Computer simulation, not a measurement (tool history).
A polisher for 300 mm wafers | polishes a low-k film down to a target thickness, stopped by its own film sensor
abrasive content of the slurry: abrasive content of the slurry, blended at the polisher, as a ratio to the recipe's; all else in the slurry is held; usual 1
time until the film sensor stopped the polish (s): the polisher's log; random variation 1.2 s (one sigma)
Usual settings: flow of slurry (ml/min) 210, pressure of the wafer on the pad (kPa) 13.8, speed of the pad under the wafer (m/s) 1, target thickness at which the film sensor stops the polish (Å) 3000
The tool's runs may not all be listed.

| run | hour | flow of slurry (ml/min) | pressure of the wafer on the pad (kPa) | speed of the pad under the wafer (m/s) | abrasive content of the slurry | target thickness at which the film sensor stops the polish (Å) | incoming thickness of the incoming film, nm | time until the film sensor stopped the polish (s) |
|---|---|---|---|---|---|---|---|---|
| 1 | 0 | 210 | 11 | 1 | 1 | 3000 | 331.1 | 79.5 |
|  | 22.1 | worn pad replaced by a new one |
| 2 | 28.4 | 155 | 13.8 | 1 | 1 | 3000 | 334.5 | 72.7 |
|  | 31.1 | conditioning disc replaced and pad reconditioned |
|  | 31.2 | slurry blender recalibrated |
| 3 | 64.2 | 210 | 13.8 | 1 | 1.2 | 3000 | 333.2 | 62.4 |
|  | 70.5 | slurry nozzle cleaned |
| 4 | 95.9 | 210 | 13.8 | 1 | 1.2 | 3000 | 334.1 | 65.8 |
| 5 | 117.8 | 210 | 13.8 | 1 | 1.2 | 3000 | 332.2 | 58.9 |
| 6 | 152.3 | 210 | 9.7 | 1.18 | 1 | 2920 | 328.1 | 89.6 |
| 7 | 172.3 | 275 | 13.8 | 1 | 1 | 3000 | 333.8 | 67.9 |
| 8 | 198.6 | 210 | 13.8 | 0.7 | 1.15 | 3000 | 324.8 | 64.6 |
| 9 | 223.3 | 210 | 13.8 | 0.76 | 1 | 3000 | 324.3 | 63.3 |
|  | 244.9 | worn pad replaced by a new one |
| 10 | 249.1 | 210 | 15.2 | 1 | 1.2 | 3060 | 325.8 | 33.8 |
|  | 256.5 | conditioning disc replaced and pad reconditioned |
| 11 | 274.7 | 210 | 13.8 | 1 | 1 | 2920 | 334.7 | 88.6 |
|  | 284.4 | slurry blender recalibrated |
| 12 | 298.9 | 180 | 13.8 | 1 | 1 | 3000 | 333.4 | 68.5 |
| 13 | 316.9 | 210 | 13.8 | 1 | 1.25 | 3000 | 335.6 | 66 |
| 14 | 338.2 | 210 | 9 | 1 | 1 | 3000 | 333.4 | 103.5 |
| 15 | 361 | 210 | 13.8 | 1 | 1 | 3000 | 325.3 | 51.7 |
|  | 382.4 | head pressure recalibrated |
| 16 | 396.2 | 235 | 13.8 | 1 | 1 | 3000 | 324.2 | 51.9 |
|  | 422.1 | slurry nozzle cleaned |
|  | 438.7 | conditioning disc replaced and pad reconditioned |
| 17 | 450.3 | 245 | 15.2 | 1 | 1 | 2930 | 333.3 | 78.1 |
| 18 | 477.5 | 210 | 16.5 | 1 | 1 | 3000 | 329.7 | 53.5 |
|  | 481.6 | worn pad replaced by a new one |
| 19 | 506.2 | 210 | 13.8 | 1 | 1 | 3000 | 328.8 | 61 |
| 20 | 521.9 | 210 | 15.9 | 1 | 1.1 | 2930 | 329.9 | 64.7 |
|  | 531.7 | slurry blender recalibrated |
| 21 | 534.2 | 210 | 13.8 | 1 | 1 | 3000 | 334 | 72.3 |
| 22 | 553.3 | 210 | 13.8 | 1 | 1 | 3000 | 329.9 | 62.4 |
| 23 | 579.1 | 210 | 13.8 | 0.72 | 1.2 | 3000 | 333.1 | 83.4 |
|  | 624.7 | conditioning disc replaced and pad reconditioned |
|  | 659 | worn pad replaced by a new one |
| 24 | 684 | 210 | 12.4 | 0.8 | 1 | 3000 | 323.5 | 65.9 |

Forecast each of these 5 alternatives for the next run:
| A | 684.5 | 175 | 13.8 | 1 | 1 | 3000 | 330.6 | ? |
| B | 684.5 | 210 | 12.4 | 0.88 | 0.8 | 3090 | 330.6 | ? |
| C | 684.5 | 160 | 13.8 | 1 | 0.85 | 2970 | 330.6 | ? |
| D | 684.5 | 280 | 13.8 | 1.22 | 1.3 | 3000 | 330.6 | ? |
| E | 684.5 | 135 | 10.3 | 1 | 1.3 | 3000 | 330.6 | ? |

| run | time until the film sensor stopped the polish (s) |
|---|---|
| A | 65.3 |
| B | 62.3 |
| C | 78.8 |
| D | 47.3 |
| E | 79.3 |
Without the tool's hidden state the same runs would have given:
| run | time until the film sensor stopped the polish (s) |
|---|---|
| A | 68.1 |
| B | 65 |
| C | 82.2 |
| D | 49.3 |
| E | 82.7 |

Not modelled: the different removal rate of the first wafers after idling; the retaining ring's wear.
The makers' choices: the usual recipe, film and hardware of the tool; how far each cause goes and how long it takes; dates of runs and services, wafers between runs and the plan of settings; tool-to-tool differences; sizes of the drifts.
